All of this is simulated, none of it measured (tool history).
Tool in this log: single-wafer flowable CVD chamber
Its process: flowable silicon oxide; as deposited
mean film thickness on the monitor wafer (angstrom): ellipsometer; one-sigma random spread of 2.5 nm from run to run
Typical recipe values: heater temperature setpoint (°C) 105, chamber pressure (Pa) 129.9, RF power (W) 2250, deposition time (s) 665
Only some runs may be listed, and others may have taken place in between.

| run | hour | heater temperature setpoint (°C) | chamber pressure (Pa) | RF power (W) | deposition time (s) | wafers since the last listed run | hours since the last thermocouple change | hours since the last RF generator calibration | hours since the last manometer calibration | hours since the showerhead was replaced | hours since the gauge calibration | read-back reference wafer on the same gauge, thickness_nm | mean film thickness on the monitor wafer (angstrom) |
|---|---|---|---|---|---|---|---|---|---|---|---|---|---|
| 1 | 0.0 | 105 | 129.9 | 2035 | 665 | 0 | 367.1 | 795.6 | 843.4 | 4505.6 | 744.7 | 432.394 | 4589.76 |
| 2 | 66.9 | 105 | 129.9 | 2035 | 665 | 240 | 434.0 | 862.5 | 910.3 | 4572.5 | 811.6 | 431.876 | 4587.77 |
| 3 | 170.7 | 105 | 129.9 | 2035 | 665 | 373 | 537.8 | 966.3 | 1014.1 | 4676.3 | 915.4 | 432.279 | 4525.24 |
| 4 | 209.5 | 105 | 129.9 | 2250 | 665 | 139 | 576.6 | 1005.1 | 1052.9 | 4715.1 | 954.2 | 431.491 | 4658.91 |
| 5 | 256.6 | 105 | 129.9 | 2250 | 665 | 169 | 623.7 | 1052.2 | 1100.0 | 4762.2 | 1001.3 | 432.058 | 4626.35 |
| 6 | 301.2 | 105 | 129.9 | 2250 | 622 | 160 | 668.3 | 1096.8 | 1144.6 | 4806.8 | 1045.9 | 431.166 | 4376.31 |
| 7 | 340.9 | 105 | 129.9 | 2250 | 665 | 142 | 708.0 | 1136.5 | 1184.3 | 4846.5 | 1085.6 | 431.762 | 4681.34 |
| 8 | 405.2 | 105 | 129.9 | 2250 | 665 | 231 | 772.3 | 1200.8 | 1248.6 | 4910.8 | 1149.9 | 432.139 | 4695.92 |
|  | 435.3 | gauge calibrated |
| 9 | 492.2 | 105 | 129.9 | 2055 | 575 | 313 | 859.3 | 1287.8 | 1335.6 | 4997.8 | 56.9 | 431.964 | 3978.93 |
| 10 | 546.4 | 115 | 148.8 | 1915 | 583 | 195 | 913.5 | 1342.0 | 1389.8 | 5052.0 | 111.1 | 431.976 | 3049.02 |
|  | 581.6 | capacitance manometer re-zeroed and calibrated |
| 11 | 605.5 | 118 | 129.9 | 2425 | 665 | 184 | 972.6 | 1401.1 | 23.9 | 5111.1 | 170.2 | 431.832 | 2934.01 |
|  | 634.9 | thermocouple changed; heater temperature recalibrated |
| 12 | 672.1 | 105 | 129.9 | 1950 | 665 | 211 | 37.2 | 1467.7 | 90.5 | 5177.7 | 236.8 | 431.675 | 4396.83 |
| 13 | 741.7 | 105 | 129.9 | 2250 | 665 | 250 | 106.8 | 1537.3 | 160.1 | 5247.3 | 306.4 | 432.031 | 4526.98 |
| 14 | 822.4 | 117 | 99.2 | 2035 | 795 | 290 | 187.5 | 1618.0 | 240.8 | 5328.0 | 387.1 | 431.878 | 2956.52 |
|  | 857.0 | RF generator calibrated |
|  | 862.4 | showerhead replaced |
| 15 | 879.6 | 105 | 129.9 | 2250 | 665 | 157 | 244.7 | 22.6 | 298.0 | 17.2 | 444.3 | 431.793 | 4547.10 |
| 16 | 1128.9 | 105 | 129.9 | 2685 | 665 | 897 | 494.0 | 271.9 | 547.3 | 266.5 | 693.6 | 432.538 | 4769.51 |

Branching from run 16: 4 alternative next runs. What would each branch give?
| A | 1129.5 | 105 | 129.9 | 2250 | 665 | 2 | 494.6 | 272.5 | 547.9 | 267.1 | 694.2 | ? | ? |
| B | 1129.5 | 99 | 129.9 | 1835 | 665 | 2 | 494.6 | 272.5 | 547.9 | 267.1 | 694.2 | ? | ? |
| C | 1129.5 | 117 | 129.9 | 1900 | 665 | 2 | 494.6 | 272.5 | 547.9 | 267.1 | 694.2 | ? | ? |
| D | 1129.5 | 105 | 129.9 | 2430 | 665 | 2 | 494.6 | 272.5 | 547.9 | 267.1 | 694.2 | ? | ? |

| run | read-back reference wafer on the same gauge, thickness_nm | mean film thickness on the monitor wafer (angstrom) |
|---|---|---|
| A | 432.191 | 4641.56 |
| B | 432.191 | 5671.93 |
| C | 432.191 | 2934.26 |
| D | 432.191 | 4679.95 |
The same runs, with their run-to-run variation unchanged, on a tool lacking any hidden condition would have given:
| run | mean film thickness on the monitor wafer (angstrom) |
|---|---|
| A | 4447.58 |
| B | 5439.93 |
| C | 2822.70 |
| D | 4484.36 |

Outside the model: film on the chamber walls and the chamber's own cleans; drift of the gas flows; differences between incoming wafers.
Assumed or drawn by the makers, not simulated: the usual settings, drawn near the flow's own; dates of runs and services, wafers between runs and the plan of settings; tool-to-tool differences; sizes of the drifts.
